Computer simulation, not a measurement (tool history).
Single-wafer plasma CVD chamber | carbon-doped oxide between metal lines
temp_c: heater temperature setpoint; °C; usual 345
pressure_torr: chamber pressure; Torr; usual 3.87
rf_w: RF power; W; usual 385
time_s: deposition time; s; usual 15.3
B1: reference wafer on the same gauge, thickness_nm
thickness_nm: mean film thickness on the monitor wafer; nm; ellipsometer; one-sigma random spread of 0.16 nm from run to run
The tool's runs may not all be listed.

{"run": 1, "hour": 0.0, "temp_c": 352, "pressure_torr": 3.87, "rf_w": 385, "time_s": 16.4, "B1": 66.494, "thickness_nm": 71.692}
{"run": 2, "hour": 24.3, "temp_c": 352, "pressure_torr": 3.87, "rf_w": 385, "time_s": 16.4, "B1": 66.483, "thickness_nm": 71.275}
{"run": 3, "hour": 43.4, "temp_c": 345, "pressure_torr": 3.87, "rf_w": 385, "time_s": 15.3, "B1": 66.498, "thickness_nm": 68.599}
{"run": 4, "hour": 67.5, "temp_c": 345, "pressure_torr": 3.87, "rf_w": 385, "time_s": 15.3, "B1": 66.5, "thickness_nm": 68.21}
{"run": 5, "hour": 100.4, "temp_c": 345, "pressure_torr": 3.87, "rf_w": 385, "time_s": 15.3, "B1": 66.503, "thickness_nm": 68.179}
{"run": 6, "hour": 131.4, "temp_c": 345, "pressure_torr": 3.87, "rf_w": 385, "time_s": 15.3, "B1": 66.487, "thickness_nm": 68.157}
{"run": 7, "hour": 162.3, "temp_c": 345, "pressure_torr": 3.87, "rf_w": 385, "time_s": 15.3, "B1": 66.477, "thickness_nm": 68.475}
{"run": 8, "hour": 196.3, "temp_c": 345, "pressure_torr": 3.87, "rf_w": 415, "time_s": 15.3, "B1": 66.53, "thickness_nm": 72.734}
{"run": 9, "hour": 211.7, "temp_c": 345, "pressure_torr": 3.87, "rf_w": 415, "time_s": 15.3, "B1": 66.49, "thickness_nm": 72.909}
{"hour": 261.1, "done": "RF generator calibrated"}
{"hour": 264.2, "done": "showerhead replaced"}
{"hour": 265.6, "done": "capacitance manometer re-zeroed and calibrated"}
{"run": 10, "hour": 270.6, "temp_c": 345, "pressure_torr": 3.87, "rf_w": 385, "time_s": 15.3, "B1": 66.456, "thickness_nm": 68.54}
{"run": 11, "hour": 294.3, "temp_c": 356, "pressure_torr": 3.87, "rf_w": 385, "time_s": 16.4, "B1": 66.507, "thickness_nm": 70.695}
{"run": 12, "hour": 314.6, "temp_c": 359, "pressure_torr": 4.11, "rf_w": 385, "time_s": 13.2, "B1": 66.49, "thickness_nm": 57.201}
{"run": 13, "hour": 332.7, "temp_c": 360, "pressure_torr": 3.87, "rf_w": 385, "time_s": 13.0, "B1": 66.508, "thickness_nm": 55.12}
{"hour": 364.6, "done": "thermocouple changed; heater temperature recalibrated"}
{"run": 14, "hour": 365.1, "temp_c": 345, "pressure_torr": 3.87, "rf_w": 385, "time_s": 15.3, "B1": 66.524, "thickness_nm": 67.159}
{"hour": 372.3, "done": "gauge calibrated"}
{"run": 15, "hour": 372.6, "temp_c": 355, "pressure_torr": 3.87, "rf_w": 350, "time_s": 15.3, "B1": 66.495, "thickness_nm": 59.924}
{"run": 16, "hour": 463.2, "temp_c": 345, "pressure_torr": 3.87, "rf_w": 415, "time_s": 15.3, "B1": 66.545, "thickness_nm": 72.023}
{"run": 17, "hour": 488.5, "temp_c": 345, "pressure_torr": 3.87, "rf_w": 385, "time_s": 15.3, "B1": 66.525, "thickness_nm": 67.496}
{"run": 18, "hour": 522.4, "temp_c": 345, "pressure_torr": 4.29, "rf_w": 385, "time_s": 15.3, "B1": 66.461, "thickness_nm": 69.015}
{"run": 19, "hour": 537.1, "temp_c": 356, "pressure_torr": 3.87, "rf_w": 385, "time_s": 16.4, "B1": 66.47, "thickness_nm": 69.894}
{"run": 20, "hour": 572.8, "temp_c": 345, "pressure_torr": 2.93, "rf_w": 385, "time_s": 13.7, "B1": 66.523, "thickness_nm": 59.043}
{"run": 21, "hour": 604.1, "temp_c": 345, "pressure_torr": 3.87, "rf_w": 435, "time_s": 15.3, "B1": 66.502, "thickness_nm": 75.225}

Here are 5 independent what-if runs from the current tool condition. What would each one return?
{"run": "A", "hour": 604.5, "temp_c": 345, "pressure_torr": 3.87, "rf_w": 365, "time_s": 15.3, "B1": "?", "thickness_nm": "?"}
{"run": "B", "hour": 604.5, "temp_c": 359, "pressure_torr": 3.87, "rf_w": 430, "time_s": 16.5, "B1": "?", "thickness_nm": "?"}
{"run": "C", "hour": 604.5, "temp_c": 337, "pressure_torr": 3.87, "rf_w": 385, "time_s": 15.3, "B1": "?", "thickness_nm": "?"}
{"run": "D", "hour": 604.5, "temp_c": 345, "pressure_torr": 4.29, "rf_w": 385, "time_s": 13.3, "B1": "?", "thickness_nm": "?"}
{"run": "E", "hour": 604.5, "temp_c": 345, "pressure_torr": 3.62, "rf_w": 385, "time_s": 15.3, "B1": "?", "thickness_nm": "?"}

run=A B1=66.506 thickness_nm=65.025
run=B B1=66.506 thickness_nm=76.841
run=C B1=66.506 thickness_nm=70.161
run=D B1=66.506 thickness_nm=60.283
run=E B1=66.506 thickness_nm=67.544
Had the tool no hidden state, the same runs would have come out as:
run=A thickness_nm=64.398
run=B thickness_nm=76.198
run=C thickness_nm=69.413
run=D thickness_nm=59.702
run=E thickness_nm=66.892
